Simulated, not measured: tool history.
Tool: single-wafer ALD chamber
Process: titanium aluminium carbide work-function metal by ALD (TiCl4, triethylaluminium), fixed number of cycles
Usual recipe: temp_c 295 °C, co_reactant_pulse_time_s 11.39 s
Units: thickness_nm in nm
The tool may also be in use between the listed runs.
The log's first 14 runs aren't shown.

run	hour	temp_c	co_reactant_pulse_time_s	read-back reference wafer on the same gauge, thickness_nm	thickness_nm
15	610.5	295	11.39	2.021	1.924
16	641	295	14.67	2.02	1.99
17	672.1	295	14.67	2.018	1.997
# hour 709.3: showerhead replaced
18	709.8	295	11.39	2.023	1.926
# hour 747.2: thermocouple changed; heater temperature recalibrated
19	757.1	284	11.39	2.016	1.882
20	810.3	283	11.39	2.02	1.847
21	865.9	291	8.93	2.021	1.735
22	929.2	301	11.39	2.019	2.021
23	990.3	295	11.39	2.019	1.95
24	1039.1	295	15.73	2.019	2.043
25	1108.4	307	8.53	2.018	1.783
26	1145.8	295	11.39	2.02	1.949
# hour 1217.7: triethylaluminium bottle replaced
27	1272.7	282	7.43	2.021	1.542
28	1298.2	295	11.39	2.02	1.988
29	1326.6	289	15.22	2.023	1.992
30	1392.7	295	13.43	2.021	2.018
31	1463.3	295	9.38	2.018	1.871
32	1513.2	295	11.39	2.021	1.977
33	1560.7	295	13.06	2.021	2.002
34	1587.2	303	6.96	2.017	1.462

Branching from run 34: 3 alternative next runs. What would each branch give?
A	1587.6	295	9.3	?	?
B	1587.6	299	11.39	?	?
C	1587.6	290	11.39	?	?

run	read-back reference wafer on the same gauge, thickness_nm	thickness_nm
A	2.019	1.838
B	2.019	2.006
C	2.019	1.923
Had the tool no hidden state, the same runs would have come out as:
run	thickness_nm
A	1.943
B	2.072
C	1.987
